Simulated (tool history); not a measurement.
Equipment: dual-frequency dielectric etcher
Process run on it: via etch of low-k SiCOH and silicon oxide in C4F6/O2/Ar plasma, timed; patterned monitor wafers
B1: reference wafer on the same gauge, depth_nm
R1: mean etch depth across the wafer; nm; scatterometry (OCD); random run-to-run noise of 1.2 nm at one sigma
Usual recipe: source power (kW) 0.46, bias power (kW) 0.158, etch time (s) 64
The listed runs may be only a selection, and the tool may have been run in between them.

Run 1, hour 0: usual settings; B1 197. Result: R1 186.9 nm.
Run 2, hour 19.9: usual settings; B1 197. Result: R1 186.9 nm.
Run 3, hour 52.2: usual settings; B1 197. Result: R1 186.6 nm.
Run 4, hour 86.9: usual settings; B1 196.6. Result: R1 189.4 nm.
Run 5, hour 116.2: usual settings; B1 197.2. Result: R1 187.7 nm.
Run 6, hour 140.4: usual settings; B1 197.3. Result: R1 187 nm.
Run 7, hour 171.1: usual settings but source power (kW) 0.52, bias power (kW) 0.139; B1 196.7. Result: R1 186.2 nm.
Run 8, hour 199.1: usual settings; B1 197. Result: R1 189.6 nm.
Run 9, hour 212.1: usual settings; B1 197. Result: R1 194.2 nm.
Run 10, hour 231: usual settings; B1 196.9. Result: R1 191.3 nm.
Run 11, hour 258.7: usual settings but bias power (kW) 0.139; B1 196.8. Result: R1 181.5 nm.
At hour 303.1: wet clean of the chamber.
At hour 310.6: source power generator calibrated.
Run 12, hour 364.3: usual settings but bias power (kW) 0.139; B1 197. Result: R1 176.6 nm.
Run 13, hour 396.2: usual settings; B1 197.2. Result: R1 188.9 nm.
At hour 405.1: gauge calibrated.
Run 14, hour 479.3: usual settings; B1 196.9. Result: R1 193.7 nm.
Run 15, hour 504: usual settings but source power (kW) 0.5, etch time (s) 82; B1 197.1. Result: R1 253.9 nm.
At hour 537.8: bias power generator calibrated.
Run 16, hour 538.3: usual settings; B1 197.1. Result: R1 192 nm.
At hour 567.5: upper electrode replaced.
Run 17, hour 570.3: usual settings but source power (kW) 0.38, bias power (kW) 0.182, etch time (s) 54.5; B1 196.8. Result: R1 164.9 nm.
Run 18, hour 594.6: usual settings but etch time (s) 50; B1 196.8. Result: R1 151.4 nm.
Run 19, hour 628.6: usual settings but source power (kW) 0.51, bias power (kW) 0.185, etch time (s) 50; B1 196.8. Result: R1 170.5 nm.
Run 20, hour 656: usual settings but source power (kW) 0.52, etch time (s) 75; B1 196.8. Result: R1 240.8 nm.
Run 21, hour 669.9: usual settings but etch time (s) 76; B1 197.3. Result: R1 234.2 nm.
Run 22, hour 684.5: usual settings but etch time (s) 50; B1 196.8. Result: R1 152.4 nm.
Run 23, hour 701.6: usual settings; B1 197.4. Result: R1 194.5 nm.
At hour 735: wet clean of the chamber.
Run 24, hour 737.2: usual settings; B1 197. Result: R1 184.4 nm.
Run 25, hour 753.4: usual settings but source power (kW) 0.39; B1 197. Result: R1 174.5 nm.
Run 26, hour 788.8: usual settings but etch time (s) 46; B1 197. Result: R1 134.8 nm.
Run 27, hour 806.2: usual settings but source power (kW) 0.53, etch time (s) 49.5; B1 196.6. Result: R1 153.9 nm.
Run 28, hour 819.9: usual settings but source power (kW) 0.51, etch time (s) 47; B1 197.2. Result: R1 142.3 nm.

A few steps of R1 between consecutive runs. Split each: what settings, incoming material and random variation would produce without the hidden state, and what is left over for the hidden state, along with gauge scatter present in only one of the two compared results (measured, and without hidden state):
What the log doesn't record here: etch rate over this chamber's usual, %; source power that arrives over what is set, %; bias power that arrives over what is set, %; gauge reads high (%).
Run 11 -> 12: wet clean of the chamber, source power generator calibrated. R1 -4.9 nm: hidden state -4.2, all else -0.7.
Run 19 -> 20: source power (kW) 0.51 -> 0.52, bias power (kW) 0.185 -> 0.158, etch time (s) 50 -> 75. R1 +70.3 nm: hidden state +3.9, all else +66.4.
Run 21 -> 22: etch time (s) 76 -> 50. R1 -81.8 nm: hidden state -3.7, all else -78.1.
Run 23 -> 24: wet clean of the chamber. R1 -10.1 nm: hidden state -11.3, all else +1.2.

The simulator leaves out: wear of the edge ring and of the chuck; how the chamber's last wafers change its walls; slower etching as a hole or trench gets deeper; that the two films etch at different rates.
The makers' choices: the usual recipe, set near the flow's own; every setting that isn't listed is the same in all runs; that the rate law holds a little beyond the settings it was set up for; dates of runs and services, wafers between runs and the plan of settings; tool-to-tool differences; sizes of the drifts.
